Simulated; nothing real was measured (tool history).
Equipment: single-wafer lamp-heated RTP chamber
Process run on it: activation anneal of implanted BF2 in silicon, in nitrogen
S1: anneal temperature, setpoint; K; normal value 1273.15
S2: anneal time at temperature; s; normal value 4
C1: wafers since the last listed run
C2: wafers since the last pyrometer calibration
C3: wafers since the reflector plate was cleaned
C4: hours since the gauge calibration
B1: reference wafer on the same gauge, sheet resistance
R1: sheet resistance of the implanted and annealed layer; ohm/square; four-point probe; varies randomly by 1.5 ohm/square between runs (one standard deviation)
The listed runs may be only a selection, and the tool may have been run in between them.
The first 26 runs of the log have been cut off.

At hour 653.0: pyrometer window cleaned and pyrometer calibrated.
Run 27, hour 653.5: usual settings; C1 212; C2 5; C3 3792; C4 474.6; B1 385.19. Result: R1 370.82 ohm/square.
Run 28, hour 670.6: usual settings but S1 1282.15 K; C1 174; C2 180; C3 3967; C4 491.7; B1 385.00. Result: R1 364.12 ohm/square.
Run 29, hour 702.7: usual settings but S1 1250.15 K, S2 5 s; C1 328; C2 508; C3 4296; C4 523.8; B1 384.77. Result: R1 392.58 ohm/square.
Run 30, hour 715.7: usual settings but S1 1261.15 K; C1 133; C2 642; C3 4429; C4 536.8; B1 384.63. Result: R1 380.20 ohm/square.
Run 31, hour 734.4: usual settings but S1 1283.15 K, S2 6 s; C1 191; C2 833; C3 4620; C4 555.5; B1 384.92. Result: R1 358.97 ohm/square.
Run 32, hour 749.1: usual settings but S1 1294.15 K; C1 150; C2 983; C3 4770; C4 570.2; B1 384.90. Result: R1 357.28 ohm/square.
Run 33, hour 766.6: usual settings but S1 1302.15 K, S2 6 s; C1 179; C2 1162; C3 4949; C4 587.7; B1 385.24. Result: R1 345.41 ohm/square.
Run 34, hour 840.9: usual settings; C1 760; C2 1923; C3 5710; C4 662.0; B1 384.90. Result: R1 368.85 ohm/square.
Run 35, hour 869.0: usual settings; C1 287; C2 2210; C3 5997; C4 690.1; B1 384.70. Result: R1 369.26 ohm/square.
Run 36, hour 892.1: usual settings but S1 1302.15 K; C1 236; C2 2447; C3 6234; C4 713.2; B1 384.87. Result: R1 352.56 ohm/square.

Predict each of these 5 candidate next runs independently; none follows another, all start after run 36:
Run A, hour 892.5: usual settings; C1 4; C2 2451; C3 6238; C4 713.6; B1 ?. Result: R1 ?.
Run B, hour 892.5: usual settings but S1 1286.15 K, S2 5 s; C1 4; C2 2451; C3 6238; C4 713.6; B1 ?. Result: R1 ?.
Run C, hour 892.5: usual settings but S1 1294.15 K, S2 3 s; C1 4; C2 2451; C3 6238; C4 713.6; B1 ?. Result: R1 ?.
Run D, hour 892.5: usual settings but S1 1302.15 K, S2 5 s; C1 4; C2 2451; C3 6238; C4 713.6; B1 ?. Result: R1 ?.
Run E, hour 892.5: usual settings but S1 1281.15 K, S2 6 s; C1 4; C2 2451; C3 6238; C4 713.6; B1 ?. Result: R1 ?.

run      B1      R1
  A  384.94  370.18
  B  384.94  358.89
  C  384.94  360.05
  D  384.94  350.59
  E  384.94  359.48
With no hidden state in the tool, these same runs would have given:
run      R1
  A  373.30
  B  361.21
  C  362.27
  D  352.48
  E  361.97

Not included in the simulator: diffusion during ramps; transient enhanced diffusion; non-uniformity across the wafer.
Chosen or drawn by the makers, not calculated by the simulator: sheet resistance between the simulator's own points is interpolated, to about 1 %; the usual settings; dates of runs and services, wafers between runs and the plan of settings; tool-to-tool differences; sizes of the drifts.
